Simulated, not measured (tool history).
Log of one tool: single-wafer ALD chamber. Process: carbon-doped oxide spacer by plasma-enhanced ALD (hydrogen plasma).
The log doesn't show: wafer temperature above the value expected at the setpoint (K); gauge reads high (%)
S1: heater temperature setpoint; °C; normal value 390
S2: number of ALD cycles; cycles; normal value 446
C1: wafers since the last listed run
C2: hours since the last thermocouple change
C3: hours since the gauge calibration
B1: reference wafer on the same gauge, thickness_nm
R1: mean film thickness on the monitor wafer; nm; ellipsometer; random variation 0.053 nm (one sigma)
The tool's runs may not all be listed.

{"run": 1, "day": 0.0, "S1": 390, "S2": 446, "C1": 0, "C2": 806.9, "C3": 911.8, "B1": 21.893, "R1": 21.087}
{"run": 2, "day": 2.662, "S1": 390, "S2": 446, "C1": 72, "C2": 870.8, "C3": 975.7, "B1": 21.898, "R1": 21.03}
{"run": 3, "day": 3.7, "S1": 390, "S2": 446, "C1": 28, "C2": 895.7, "C3": 1000.6, "B1": 21.901, "R1": 21.107}
{"run": 4, "day": 5.562, "S1": 390, "S2": 446, "C1": 51, "C2": 940.4, "C3": 1045.3, "B1": 21.892, "R1": 21.058}
{"run": 5, "day": 8.442, "S1": 390, "S2": 446, "C1": 78, "C2": 1009.5, "C3": 1114.4, "B1": 21.905, "R1": 21.097}
{"run": 6, "day": 9.85, "S1": 390, "S2": 421, "C1": 38, "C2": 1043.3, "C3": 1148.2, "B1": 21.897, "R1": 19.954}
{"run": 7, "day": 11.921, "S1": 390, "S2": 421, "C1": 56, "C2": 1093.0, "C3": 1197.9, "B1": 21.906, "R1": 19.896}
{"run": 8, "day": 14.2, "S1": 390, "S2": 446, "C1": 62, "C2": 1147.7, "C3": 1252.6, "B1": 21.905, "R1": 21.114}
{"run": 9, "day": 16.7, "S1": 390, "S2": 446, "C1": 68, "C2": 1207.7, "C3": 1312.6, "B1": 21.904, "R1": 21.042}
{"run": 10, "day": 18.475, "S1": 390, "S2": 446, "C1": 48, "C2": 1250.3, "C3": 1355.2, "B1": 21.913, "R1": 21.06}
{"run": 11, "day": 20.817, "S1": 394, "S2": 446, "C1": 64, "C2": 1306.5, "C3": 1411.4, "B1": 21.904, "R1": 21.015}
{"run": 12, "day": 22.933, "S1": 394, "S2": 446, "C1": 57, "C2": 1357.3, "C3": 1462.2, "B1": 21.891, "R1": 21.032}
{"run": 13, "day": 25.204, "S1": 390, "S2": 485, "C1": 62, "C2": 1411.8, "C3": 1516.7, "B1": 21.905, "R1": 22.821}
{"run": 14, "day": 27.088, "S1": 390, "S2": 485, "C1": 51, "C2": 1457.0, "C3": 1561.9, "B1": 21.904, "R1": 23.019}
{"day": 27.396, "done": "gauge calibrated"}
{"run": 15, "day": 28.967, "S1": 390, "S2": 485, "C1": 51, "C2": 1502.1, "C3": 37.7, "B1": 21.895, "R1": 22.936}
{"run": 16, "day": 30.196, "S1": 390, "S2": 413, "C1": 33, "C2": 1531.6, "C3": 67.2, "B1": 21.906, "R1": 19.502}
{"run": 17, "day": 32.971, "S1": 390, "S2": 509, "C1": 76, "C2": 1598.2, "C3": 133.8, "B1": 21.903, "R1": 24.079}
{"run": 18, "day": 34.129, "S1": 390, "S2": 509, "C1": 31, "C2": 1626.0, "C3": 161.6, "B1": 21.895, "R1": 23.97}
{"run": 19, "day": 36.579, "S1": 390, "S2": 387, "C1": 67, "C2": 1684.8, "C3": 220.4, "B1": 21.894, "R1": 18.226}
{"day": 38.825, "done": "thermocouple changed; heater temperature recalibrated"}
{"run": 20, "day": 45.458, "S1": 398, "S2": 525, "C1": 234, "C2": 159.2, "C3": 433.5, "B1": 21.9, "R1": 24.772}
{"run": 21, "day": 47.329, "S1": 383, "S2": 446, "C1": 51, "C2": 204.1, "C3": 478.4, "B1": 21.908, "R1": 20.973}
{"run": 22, "day": 53.492, "S1": 394, "S2": 446, "C1": 168, "C2": 352.0, "C3": 626.3, "B1": 21.895, "R1": 21.009}
{"run": 23, "day": 56.383, "S1": 390, "S2": 446, "C1": 79, "C2": 421.4, "C3": 695.7, "B1": 21.89, "R1": 21.1}
{"run": 24, "day": 57.45, "S1": 390, "S2": 485, "C1": 29, "C2": 447.0, "C3": 721.3, "B1": 21.902, "R1": 22.994}
{"run": 25, "day": 59.288, "S1": 390, "S2": 398, "C1": 50, "C2": 491.1, "C3": 765.4, "B1": 21.892, "R1": 18.87}
{"run": 26, "day": 60.512, "S1": 390, "S2": 446, "C1": 33, "C2": 520.5, "C3": 794.8, "B1": 21.889, "R1": 21.135}
{"run": 27, "day": 62.758, "S1": 398, "S2": 417, "C1": 61, "C2": 574.4, "C3": 848.7, "B1": 21.911, "R1": 19.814}
{"run": 28, "day": 65.217, "S1": 401, "S2": 377, "C1": 67, "C2": 633.4, "C3": 907.7, "B1": 21.905, "R1": 17.774}
{"run": 29, "day": 67.338, "S1": 395, "S2": 419, "C1": 58, "C2": 684.3, "C3": 958.6, "B1": 21.907, "R1": 19.876}
{"run": 30, "day": 69.612, "S1": 379, "S2": 381, "C1": 62, "C2": 738.9, "C3": 1013.2, "B1": 21.896, "R1": 17.977}
{"run": 31, "day": 72.096, "S1": 378, "S2": 524, "C1": 68, "C2": 798.5, "C3": 1072.8, "B1": 21.891, "R1": 24.87}
{"run": 32, "day": 73.833, "S1": 385, "S2": 475, "C1": 47, "C2": 840.2, "C3": 1114.5, "B1": 21.901, "R1": 22.448}
{"run": 33, "day": 75.542, "S1": 404, "S2": 389, "C1": 46, "C2": 881.2, "C3": 1155.5, "B1": 21.906, "R1": 18.342}
{"run": 34, "day": 77.671, "S1": 390, "S2": 360, "C1": 58, "C2": 932.3, "C3": 1206.6, "B1": 21.891, "R1": 16.928}
{"run": 35, "day": 79.108, "S1": 402, "S2": 520, "C1": 39, "C2": 966.8, "C3": 1241.1, "B1": 21.892, "R1": 24.524}
{"run": 36, "day": 81.683, "S1": 390, "S2": 362, "C1": 70, "C2": 1028.6, "C3": 1302.9, "B1": 21.903, "R1": 17.156}

The tool's hidden state at each run:
wafer temperature above the value expected at the setpoint (K): 0 in every run
gauge reads high (%): 0 in every run

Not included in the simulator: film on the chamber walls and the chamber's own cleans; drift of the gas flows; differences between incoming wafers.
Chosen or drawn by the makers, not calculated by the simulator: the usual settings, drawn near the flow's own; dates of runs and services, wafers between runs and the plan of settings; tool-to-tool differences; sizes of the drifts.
